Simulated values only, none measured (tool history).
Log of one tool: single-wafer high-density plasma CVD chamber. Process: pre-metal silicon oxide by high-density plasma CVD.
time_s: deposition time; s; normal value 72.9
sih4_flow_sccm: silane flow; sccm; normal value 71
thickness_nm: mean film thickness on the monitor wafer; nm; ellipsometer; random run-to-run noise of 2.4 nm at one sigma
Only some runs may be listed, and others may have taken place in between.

run	hour	time_s	sih4_flow_sccm	read-back reference wafer on the same gauge, thickness_nm	thickness_nm
1	0	72.9	71	512.109	559.684
2	99.5	84.4	71	512.054	647.682
3	196.5	84.4	71	512.24	642.208
4	438.5	72.9	71	511.704	557.421
5	492.5	72.9	71	512.31	557.693
6	578.8	72.9	71	511.641	553.104
7	686.1	72.9	71	512.092	556.04
8	741.5	62	71	511.991	470.587
9	780.2	72.9	62	511.786	510.41
# hour 792.1: gauge calibrated
10	832.8	72.9	62	512.524	507.341
11	919.1	72.9	62	511.696	509.72
12	1022.7	72.9	71	512.062	553.29
13	1077.9	77.1	78	512.16	625.818
14	1143	72.9	71	511.669	552.538
15	1192.5	72.9	71	511.951	556.11
16	1231.1	72.9	71	511.686	558.701
17	1317.9	72.9	71	512.309	554.683
# hour 1384.4: silane flow controller replaced
18	1384.9	72.9	71	511.839	564.179
19	1455	72.9	71	512.544	570.923
20	1551.4	68.6	60	511.915	481.94
21	1619.9	72.9	71	512.151	565.066
22	1715.4	72.9	79	511.82	608.272
23	1759.1	77.1	81	511.665	647.942
24	1821.1	72.9	71	512.132	561.777
25	1904	64.1	58	511.89	433.066
26	1950.3	67.3	63	512.091	483.58
27	2036.3	72.9	71	511.882	559.56
28	2114.7	64.1	61	511.816	449.792
29	2174	60.8	79	511.924	498.563
30	2224.9	67.2	71	511.907	513.252
31	2283.7	72.9	76	512.12	586.66
32	2345.3	84.9	71	511.706	649.919
33	2409.9	72.9	65	511.875	527.084
34	2469.7	72.9	71	512.246	558.168

Alternative continuations, all from the tool just after run 34; predict every row:
A	2470.1	72.9	67	?	?
B	2470.1	67.6	67	?	?
C	2470.1	67	58	?	?
D	2470.1	81.8	71	?	?

run	read-back reference wafer on the same gauge, thickness_nm	thickness_nm
A	511.966	534.477
B	511.966	495.619
C	511.966	450.14
D	511.966	622.019
Take away the tool's hidden state, keep each run's random variation, and the runs would have read:
run	thickness_nm
A	547.079
B	507.305
C	460.753
D	636.686
